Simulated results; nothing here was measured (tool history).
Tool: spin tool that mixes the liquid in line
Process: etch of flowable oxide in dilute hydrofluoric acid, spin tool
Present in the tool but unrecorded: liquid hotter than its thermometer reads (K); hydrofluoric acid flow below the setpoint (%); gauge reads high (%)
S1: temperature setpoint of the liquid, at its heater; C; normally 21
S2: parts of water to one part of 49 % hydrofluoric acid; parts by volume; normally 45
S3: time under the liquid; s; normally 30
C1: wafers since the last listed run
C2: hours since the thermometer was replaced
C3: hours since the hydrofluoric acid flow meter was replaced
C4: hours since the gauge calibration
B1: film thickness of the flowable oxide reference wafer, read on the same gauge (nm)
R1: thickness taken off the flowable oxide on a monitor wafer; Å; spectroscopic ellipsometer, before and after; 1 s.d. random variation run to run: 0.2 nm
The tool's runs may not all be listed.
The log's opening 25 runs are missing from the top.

run,hour,S1,S2,S3,C1,C2,C3,C4,B1,R1
26,301.8,21,45,30,87,30,259.6,230.6,150,297
27,308.2,18,45,50,82,36.4,266,237,150.04,433.4
28,318.6,18,60,50,134,46.8,276.4,247.4,150.01,317.7
29,331.2,17.5,65,15,162,59.4,289,260,150.01,86.4
30,345.1,21,65,30,179,73.3,302.9,273.9,149.97,199.5
31,356.7,18,45,35,149,84.9,314.5,285.5,149.99,302.3
32,372.3,19.5,55,15,201,100.5,330.1,301.1,150,111
33,384.5,18,55,45,157,112.7,342.3,313.3,150.01,314
34,400.1,23.5,45,30,201,128.3,357.9,328.9,149.97,327.2

Each row is a separate what-if for the run after 34, all from the same tool condition, not one after another. Results?
A,400.5,21,45,30,5,128.7,358.3,329.3,?,?
B,400.5,21,55,20,5,128.7,358.3,329.3,?,?
C,400.5,24,65,15,5,128.7,358.3,329.3,?,?
D,400.5,17,30,35,5,128.7,358.3,329.3,?,?

run,B1,R1
A,150,293.6
B,150,158.1
C,150,112.1
D,150,440.4
With the hidden condition removed and each run's random variation left untouched, the same runs would have given:
run,R1
A,285.9
B,154
C,109.3
D,428.4

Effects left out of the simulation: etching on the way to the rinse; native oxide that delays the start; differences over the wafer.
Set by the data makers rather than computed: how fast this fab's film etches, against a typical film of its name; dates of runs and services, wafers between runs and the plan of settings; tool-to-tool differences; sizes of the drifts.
